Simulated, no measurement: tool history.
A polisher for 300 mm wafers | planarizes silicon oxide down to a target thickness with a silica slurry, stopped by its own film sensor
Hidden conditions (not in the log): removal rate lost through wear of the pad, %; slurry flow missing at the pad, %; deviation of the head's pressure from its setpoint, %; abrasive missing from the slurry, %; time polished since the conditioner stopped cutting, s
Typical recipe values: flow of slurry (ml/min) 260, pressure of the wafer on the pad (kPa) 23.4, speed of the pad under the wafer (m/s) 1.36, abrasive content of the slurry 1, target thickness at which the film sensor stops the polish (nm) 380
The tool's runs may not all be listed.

run	day	flow of slurry (ml/min)	pressure of the wafer on the pad (kPa)	speed of the pad under the wafer (m/s)	abrasive content of the slurry	target thickness at which the film sensor stops the polish (nm)	wafers since the last listed run	wafers polished on this pad	hours since the slurry nozzle was cleaned	hours since the head pressure was calibrated	hours since the slurry blender was calibrated	hours since the conditioning disc was replaced	incoming thickness of the incoming film, nm	time until the film sensor stopped the polish (s)
1	0	260	23.4	1.06	1	444	0	1188	100.3	174.5	106.2	240.9	622.5	70.9
# day 0.55: worn pad replaced by a new one
2	1.625	260	23.4	1.06	1	444	198	146	139.3	213.5	145.2	279.9	643.2	78.5
3	2.675	260	23.4	1.36	1	380	143	289	164.5	238.7	170.4	305.1	634.5	86.9
4	4.912	260	23.4	1.36	1	380	304	594	218.2	292.4	224.1	358.8	627.5	83.5
# day 6.346: head pressure recalibrated
# day 6.408: slurry blender recalibrated
5	7.242	260	23.4	1.36	1	380	297	892	274.1	21.5	20	414.7	620	73.9
6	10.129	260	23.4	1.36	1	380	393	1285	343.4	90.8	89.3	484	633.1	80.7
# day 10.912: worn pad replaced by a new one
# day 11.45: conditioning disc replaced and pad reconditioned
7	11.471	260	23.4	1.36	1	380	148	64	375.6	123	121.5	0.5	639.7	85.5
8	13.275	260	23.4	1.36	1.15	331	245	310	418.9	166.3	164.8	43.8	628.7	90.3
9	16.262	260	23.4	1.36	1.15	331	407	717	490.6	238	236.5	115.5	625.1	87.9
# day 16.446: slurry blender recalibrated
10	19.112	260	23.4	1.36	1	380	376	1094	559	306.4	64	183.9	623.3	82
# day 20.012: head pressure recalibrated
11	21.071	325	19.3	1.36	1	380	255	1350	606	25.4	111	230.9	627.2	91.8
# day 22.983: worn pad replaced by a new one, of another model than before
12	23.333	260	23.4	1.36	1.2	328	285	47	660.3	79.7	165.3	285.2	630.9	88
13	25.404	260	23.4	1.36	1.15	380	282	329	710	129.4	215	334.9	634.9	75.3
# day 27.1: slurry blender recalibrated
14	28.279	260	23.4	1.36	0.9	465	380	710	779	198.4	28.3	403.9	630.5	57
# day 28.35: slurry nozzle cleaned
15	30.883	325	23.4	1.04	1	332	349	1059	60.8	260.9	90.8	466.4	627.3	107.6
16	32.392	225	25.5	1.36	1.15	461	205	1264	97	297.1	127	502.6	632.6	48.6
# day 33.312: conditioning disc replaced and pad reconditioned
# day 34.783: worn pad replaced by a new one
17	34.821	260	23.4	1.36	1	380	296	4	155.3	355.4	185.3	36.2	631.4	83.2
# day 35.033: head pressure recalibrated
# day 36.183: slurry blender recalibrated
18	36.646	260	23.4	1.36	1.15	331	225	230	199.1	38.7	11.1	80	635.9	87.2
19	39.296	260	23.4	1.22	1	380	361	591	262.7	102.3	74.7	143.6	619.4	80.8
# day 45.446: slurry blender recalibrated
# day 45.583: worn pad replaced by a new one
20	45.704	260	15.9	1.82	1	380	842	16	416.5	256.1	6.2	297.4	618.8	84.6
# day 46.321: head pressure recalibrated
21	48.7	260	31.7	0.94	1	420	396	413	488.4	57.1	78.1	369.3	640.1	68.4
22	51.242	260	23.4	1.1	1	380	346	759	549.4	118.1	139.1	430.3	631.8	88.4
23	52.775	260	23.4	1.36	1	380	208	968	586.2	154.9	175.9	467.1	629	80.7

Below are 3 alternative next runs, each starting from the tool's condition after run 23. Predict each:
A	52.796	260	23.4	1.36	1	380	2	971	586.7	155.4	176.4	467.6	631.8	?
B	52.796	260	23.4	1.58	1	342	2	971	586.7	155.4	176.4	467.6	631.8	?
C	52.796	260	23.4	1.64	1	295	2	971	586.7	155.4	176.4	467.6	631.8	?

run	time until the film sensor stopped the polish (s)
A	81
B	86.3
C	98.3
Without the tool's unlogged condition, the same runs would have read:
run	time until the film sensor stopped the polish (s)
A	78.1
B	83.2
C	94.8

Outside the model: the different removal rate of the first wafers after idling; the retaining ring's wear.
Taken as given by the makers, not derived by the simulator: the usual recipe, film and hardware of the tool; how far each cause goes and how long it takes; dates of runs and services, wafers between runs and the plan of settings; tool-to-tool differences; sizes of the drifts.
